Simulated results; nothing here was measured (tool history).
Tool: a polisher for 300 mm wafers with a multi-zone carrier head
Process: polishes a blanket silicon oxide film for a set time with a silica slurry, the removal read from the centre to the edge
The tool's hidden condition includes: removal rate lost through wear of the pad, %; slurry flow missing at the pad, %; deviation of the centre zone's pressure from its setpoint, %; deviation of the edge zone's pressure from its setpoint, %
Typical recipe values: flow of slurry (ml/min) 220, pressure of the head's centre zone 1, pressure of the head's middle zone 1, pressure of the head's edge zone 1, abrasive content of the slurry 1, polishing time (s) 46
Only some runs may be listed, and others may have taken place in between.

run	hour	flow of slurry (ml/min)	pressure of the head's centre zone	pressure of the head's middle zone	pressure of the head's edge zone	abrasive content of the slurry	polishing time (s)	wafers since the last listed run	wafers polished on this pad	hours since the slurry nozzle was cleaned	hours since the centre zone pressure was calibrated	hours since the edge zone pressure was calibrated	hours since the carrier head's membrane was replaced	incoming thickness of the incoming film, nm	film removed at the wafer's centre (angstrom)	film removed at mid-radius (angstrom)	film removed at the wafer's edge (angstrom)
1	0	245	1	1	1	1	46	0	2290	235.1	202.9	701.9	969.7	1565.3	1822	1809	1849
# hour 90.3: worn pad replaced by a new one
2	94.9	220	1	1	1	1	46	1315	66	330	297.8	796.8	1064.6	1571.2	1842	1796	1786
3	132.3	220	1	1	1	1	46	541	607	367.4	335.2	834.2	1102	1561.5	1845	1787	1784
# hour 173.6: slurry nozzle cleaned
4	226.9	220	1	1	1	1	46	1354	1962	53.3	429.8	928.8	1196.6	1542.3	1829	1767	1809
# hour 298.6: worn pad replaced by a new one
5	309.1	220	1	1	1	1	46	1131	151	135.5	512	1011	1278.8	1577.2	1822	1790	1805
6	375.4	220	1	1	1	1	46	959	1110	201.8	578.3	1077.3	1345.1	1544.9	1848	1798	1835
# hour 393.8: centre zone pressure recalibrated
7	420.4	220	1	1	0.94	1	46	622	1732	246.8	26.6	1122.3	1390.1	1551.4	1835	1789	1786
# hour 446.4: carrier head's membrane replaced by a new one
# hour 502.5: worn pad replaced by a new one
8	507.7	245	1.1	1	1	1	46	1133	74	334.1	113.9	1209.6	61.3	1548.9	1995	1810	1854
# hour 547.1: slurry nozzle cleaned
9	568.8	220	0.95	1.1	1.08	1.1	46	869	944	21.7	175	1270.7	122.4	1530.1	1825	2007	1894
10	609	275	1	0.89	1	1	41	581	1526	61.9	215.2	1310.9	162.6	1557.6	1664	1496	1613
# hour 684.2: edge zone pressure recalibrated
# hour 713.9: worn pad replaced by a new one
11	843.9	220	1	1	1	1	56	3312	1881	296.8	450.1	159.7	397.5	1534.9	2223	2155	2206
# hour 913.2: slurry nozzle cleaned
12	921.2	220	1	1	1	1	46	1104	2985	8	527.4	237	474.8	1552.7	1803	1774	1813
# hour 931.3: worn pad replaced by a new one
13	995	220	1.11	1.05	1.06	1.3	46	1010	922	81.8	601.2	310.8	548.6	1547.6	2159	2005	1995
# hour 1075.1: centre zone pressure recalibrated
14	1095.5	220	1	1	1	1	46	1425	2347	182.3	20.4	411.3	649.1	1524.6	1837	1786	1803
15	1133.8	220	1	1	0.96	1.3	46	554	2901	220.6	58.7	449.6	687.4	1550.9	1934	1924	1957

List, for all runs, the conditions of the tool that the log does not record:
removal rate lost through wear of the pad, %: 0, the same for each run
slurry flow missing at the pad, %: 0, the same for each run
deviation of the centre zone's pressure from its setpoint, %: 0, the same for each run
deviation of the edge zone's pressure from its setpoint, %: 0, the same for each run

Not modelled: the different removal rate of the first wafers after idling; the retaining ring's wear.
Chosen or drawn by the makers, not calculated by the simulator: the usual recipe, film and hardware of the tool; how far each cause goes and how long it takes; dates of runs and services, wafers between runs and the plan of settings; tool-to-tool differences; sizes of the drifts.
